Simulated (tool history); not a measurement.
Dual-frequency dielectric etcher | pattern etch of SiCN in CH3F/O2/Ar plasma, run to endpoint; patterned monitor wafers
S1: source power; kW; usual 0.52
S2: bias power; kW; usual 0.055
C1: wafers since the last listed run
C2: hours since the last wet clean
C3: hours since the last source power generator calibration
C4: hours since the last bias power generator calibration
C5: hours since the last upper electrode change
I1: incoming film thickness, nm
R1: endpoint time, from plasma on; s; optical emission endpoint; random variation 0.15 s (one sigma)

Run 1, hour 0: usual settings but S2 0.046 kW; C1 0; C2 232.4; C3 2084.6; C4 3126.5; C5 2851.1; I1 6.46. Result: R1 18.8 s.
Run 2, hour 14.2: usual settings but S2 0.046 kW; C1 138; C2 246.6; C3 2098.8; C4 3140.7; C5 2865.3; I1 6.52. Result: R1 19 s.
Run 3, hour 22.8: usual settings; C1 83; C2 255.2; C3 2107.4; C4 3149.3; C5 2873.9; I1 6.5. Result: R1 18.2 s.
Run 4, hour 35.2: usual settings; C1 120; C2 267.6; C3 2119.8; C4 3161.7; C5 2886.3; I1 6.52. Result: R1 17.9 s.
Run 5, hour 50.6: usual settings but S1 0.42 kW, S2 0.061 kW; C1 149; C2 283; C3 2135.2; C4 3177.1; C5 2901.7; I1 6.47. Result: R1 20.2 s.
Run 6, hour 65: usual settings but S1 0.42 kW, S2 0.061 kW; C1 140; C2 297.4; C3 2149.6; C4 3191.5; C5 2916.1; I1 6.49. Result: R1 20.4 s.
Run 7, hour 81.9: usual settings but S1 0.42 kW, S2 0.061 kW; C1 164; C2 314.3; C3 2166.5; C4 3208.4; C5 2933; I1 6.58. Result: R1 20.3 s.
Run 8, hour 96.5: usual settings; C1 141; C2 328.9; C3 2181.1; C4 3223; C5 2947.6; I1 6.59. Result: R1 18.4 s.
Run 9, hour 108.7: usual settings but S2 0.048 kW; C1 118; C2 341.1; C3 2193.3; C4 3235.2; C5 2959.8; I1 6.52. Result: R1 18.4 s.
Run 10, hour 123.5: usual settings but S1 0.61 kW; C1 143; C2 355.9; C3 2208.1; C4 3250; C5 2974.6; I1 6.45. Result: R1 16.4 s.
Run 11, hour 132.4: usual settings but S1 0.61 kW; C1 86; C2 364.8; C3 2217; C4 3258.9; C5 2983.5; I1 6.51. Result: R1 16.6 s.
Run 12, hour 143.1: usual settings but S1 0.61 kW; C1 104; C2 375.5; C3 2227.7; C4 3269.6; C5 2994.2; I1 6.51. Result: R1 16.7 s.
Run 13, hour 157: usual settings; C1 135; C2 389.4; C3 2241.6; C4 3283.5; C5 3008.1; I1 6.45. Result: R1 18 s.
Run 14, hour 165.7: usual settings but S2 0.065 kW; C1 84; C2 398.1; C3 2250.3; C4 3292.2; C5 3016.8; I1 6.47. Result: R1 17.4 s.
At hour 181: bias power generator calibrated.
At hour 193.8: source power generator calibrated.
At hour 195.7: wet clean of the chamber.
Run 15, hour 196.2: usual settings but S1 0.55 kW, S2 0.049 kW; C1 200; C2 0.5; C3 2.4; C4 15.2; C5 3047.3; I1 6.52. Result: R1 17.8 s.
Run 16, hour 198: usual settings; C1 17; C2 2.3; C3 4.2; C4 17; C5 3049.1; I1 6.46. Result: R1 17.9 s.
Run 17, hour 205.6: usual settings; C1 73; C2 9.9; C3 11.8; C4 24.6; C5 3056.7; I1 6.5. Result: R1 18.2 s.
At hour 242.7: upper electrode replaced.
Run 18, hour 243.2: usual settings but S2 0.059 kW; C1 132; C2 47.5; C3 49.4; C4 62.2; C5 0.5; I1 6.44. Result: R1 17.5 s.
Run 19, hour 246.7: usual settings but S1 0.43 kW, S2 0.063 kW; C1 34; C2 51; C3 52.9; C4 65.7; C5 4; I1 6.48. Result: R1 19.4 s.
Run 20, hour 257.1: usual settings but S1 0.42 kW; C1 101; C2 61.4; C3 63.3; C4 76.1; C5 14.4; I1 6.54. Result: R1 20.7 s.
Run 21, hour 269.3: usual settings but S1 0.65 kW, S2 0.065 kW; C1 118; C2 73.6; C3 75.5; C4 88.3; C5 26.6; I1 6.47. Result: R1 15.2 s.
Run 22, hour 280.2: usual settings but S1 0.61 kW; C1 106; C2 84.5; C3 86.4; C4 99.2; C5 37.5; I1 6.48. Result: R1 16.4 s.
Run 23, hour 322.9: usual settings but S2 0.044 kW; C1 415; C2 127.2; C3 129.1; C4 141.9; C5 80.2; I1 6.5. Result: R1 19.3 s.
Run 24, hour 330.3: usual settings but S1 0.61 kW, S2 0.068 kW; C1 71; C2 134.6; C3 136.5; C4 149.3; C5 87.6; I1 6.57. Result: R1 15.8 s.

The next listed run, before its measurement:
Run 25, hour 337.5: usual settings but S1 0.56 kW, S2 0.049 kW; C1 70; C2 141.8; C3 143.7; C4 156.5; C5 94.8; I1 6.46. Result: R1 ?.

{"run 25": {"R1": 17.9}}
Without the tool's hidden state the same run would have given R1 17.9 s.

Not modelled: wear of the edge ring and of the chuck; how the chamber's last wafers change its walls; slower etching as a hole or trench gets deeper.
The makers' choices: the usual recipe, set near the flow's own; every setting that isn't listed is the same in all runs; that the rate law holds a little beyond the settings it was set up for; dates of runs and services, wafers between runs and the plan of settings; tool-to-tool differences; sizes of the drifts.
